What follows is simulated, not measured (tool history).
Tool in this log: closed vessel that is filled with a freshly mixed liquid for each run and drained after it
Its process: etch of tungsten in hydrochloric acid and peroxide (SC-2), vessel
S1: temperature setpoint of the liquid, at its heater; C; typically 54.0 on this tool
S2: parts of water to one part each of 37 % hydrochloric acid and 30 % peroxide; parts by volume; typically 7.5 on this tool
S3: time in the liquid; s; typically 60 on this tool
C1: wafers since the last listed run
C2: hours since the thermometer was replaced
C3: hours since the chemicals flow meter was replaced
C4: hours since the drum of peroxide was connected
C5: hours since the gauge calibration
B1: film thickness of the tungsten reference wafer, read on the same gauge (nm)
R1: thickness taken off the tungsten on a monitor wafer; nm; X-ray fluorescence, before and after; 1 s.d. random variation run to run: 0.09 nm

| run | hour | S1 | S2 | S3 | C1 | C2 | C3 | C4 | C5 | B1 | R1 |
|---|---|---|---|---|---|---|---|---|---|---|---|
| 1 | 0.0 | 54.0 | 7.5 | 60 | 0 | 50.6 | 1134.4 | 226.7 | 461.5 | 71.84 | 13.00 |
| 2 | 57.9 | 54.0 | 7.5 | 60 | 7541 | 108.5 | 1192.3 | 284.6 | 519.4 | 71.84 | 13.02 |
| 3 | 116.5 | 54.0 | 7.5 | 60 | 7632 | 167.1 | 1250.9 | 343.2 | 578.0 | 71.95 | 13.04 |
|  | 124.2 | gauge calibrated |
|  | 126.3 | new drum of peroxide connected |
| 4 | 163.3 | 54.0 | 6.0 | 60 | 5965 | 213.9 | 1297.7 | 37.0 | 39.1 | 70.49 | 15.06 |
| 5 | 218.3 | 54.0 | 6.0 | 60 | 7163 | 268.9 | 1352.7 | 92.0 | 94.1 | 70.85 | 15.29 |
| 6 | 274.6 | 54.0 | 6.0 | 60 | 7333 | 325.2 | 1409.0 | 148.3 | 150.4 | 71.10 | 15.40 |
| 7 | 310.2 | 54.0 | 7.5 | 60 | 4636 | 360.8 | 1444.6 | 183.9 | 186.0 | 71.23 | 12.87 |
| 8 | 373.9 | 54.0 | 7.5 | 60 | 8296 | 424.5 | 1508.3 | 247.6 | 249.7 | 71.43 | 13.06 |
| 9 | 408.2 | 54.0 | 7.5 | 60 | 4467 | 458.8 | 1542.6 | 281.9 | 284.0 | 71.62 | 12.93 |
|  | 463.0 | chemicals flow meter replaced |
| 10 | 471.2 | 54.0 | 7.5 | 60 | 8075 | 521.8 | 8.2 | 344.9 | 347.0 | 71.66 | 13.14 |
|  | 496.5 | new drum of peroxide connected |
|  | 537.4 | thermometer replaced |
| 11 | 574.6 | 54.0 | 7.5 | 60 | 13207 | 37.2 | 111.6 | 78.1 | 450.4 | 71.85 | 13.08 |
| 12 | 604.9 | 54.0 | 7.5 | 40 | 3946 | 67.5 | 141.9 | 108.4 | 480.7 | 71.88 | 8.63 |
| 13 | 630.6 | 63.5 | 10.5 | 70 | 3347 | 93.2 | 167.6 | 134.1 | 506.4 | 71.85 | 21.31 |
| 14 | 667.3 | 54.0 | 7.5 | 60 | 4780 | 129.9 | 204.3 | 170.8 | 543.1 | 71.92 | 13.14 |
| 15 | 718.5 | 45.0 | 6.5 | 30 | 6668 | 181.1 | 255.5 | 222.0 | 594.3 | 71.94 | 4.02 |
|  | 729.2 | gauge calibrated |
|  | 845.8 | new drum of peroxide connected |
| 16 | 908.9 | 50.5 | 7.5 | 60 | 24669 | 371.5 | 445.9 | 63.1 | 179.7 | 71.24 | 10.17 |
| 17 | 934.0 | 63.5 | 7.5 | 70 | 3269 | 396.6 | 471.0 | 88.2 | 204.8 | 71.29 | 27.60 |
| 18 | 970.1 | 54.0 | 7.5 | 60 | 4701 | 432.7 | 507.1 | 124.3 | 240.9 | 71.44 | 12.96 |
| 19 | 1003.2 | 54.0 | 7.5 | 60 | 4311 | 465.8 | 540.2 | 157.4 | 274.0 | 71.47 | 12.97 |
| 20 | 1050.9 | 58.0 | 11.0 | 75 | 6212 | 513.5 | 587.9 | 205.1 | 321.7 | 71.66 | 15.28 |
|  | 1069.7 | thermometer replaced |
| 21 | 1095.9 | 47.0 | 7.5 | 80 | 5730 | 26.2 | 632.9 | 250.1 | 366.7 | 71.67 | 10.91 |
| 22 | 1138.7 | 54.0 | 7.5 | 60 | 5574 | 69.0 | 675.7 | 292.9 | 409.5 | 71.77 | 13.02 |

Predict each of these 5 candidate next runs independently; none follows another, all start after run 22:
| A | 1139.4 | 46.0 | 7.5 | 60 | 91 | 69.7 | 676.4 | 293.6 | 410.2 | ? | ? |
| B | 1139.4 | 54.0 | 4.0 | 60 | 91 | 69.7 | 676.4 | 293.6 | 410.2 | ? | ? |
| C | 1139.4 | 63.0 | 5.0 | 30 | 91 | 69.7 | 676.4 | 293.6 | 410.2 | ? | ? |
| D | 1139.4 | 54.0 | 7.5 | 85 | 91 | 69.7 | 676.4 | 293.6 | 410.2 | ? | ? |
| E | 1139.4 | 54.0 | 7.5 | 70 | 91 | 69.7 | 676.4 | 293.6 | 410.2 | ? | ? |

| run | B1 | R1 |
|---|---|---|
| A | 71.82 | 7.68 |
| B | 71.82 | 20.73 |
| C | 71.82 | 15.71 |
| D | 71.82 | 18.55 |
| E | 71.82 | 15.27 |
Stripped of hidden state, with their random variation kept, the same runs would have yielded:
| run | R1 |
|---|---|
| A | 7.49 |
| B | 20.22 |
| C | 15.32 |
| D | 18.09 |
| E | 14.90 |
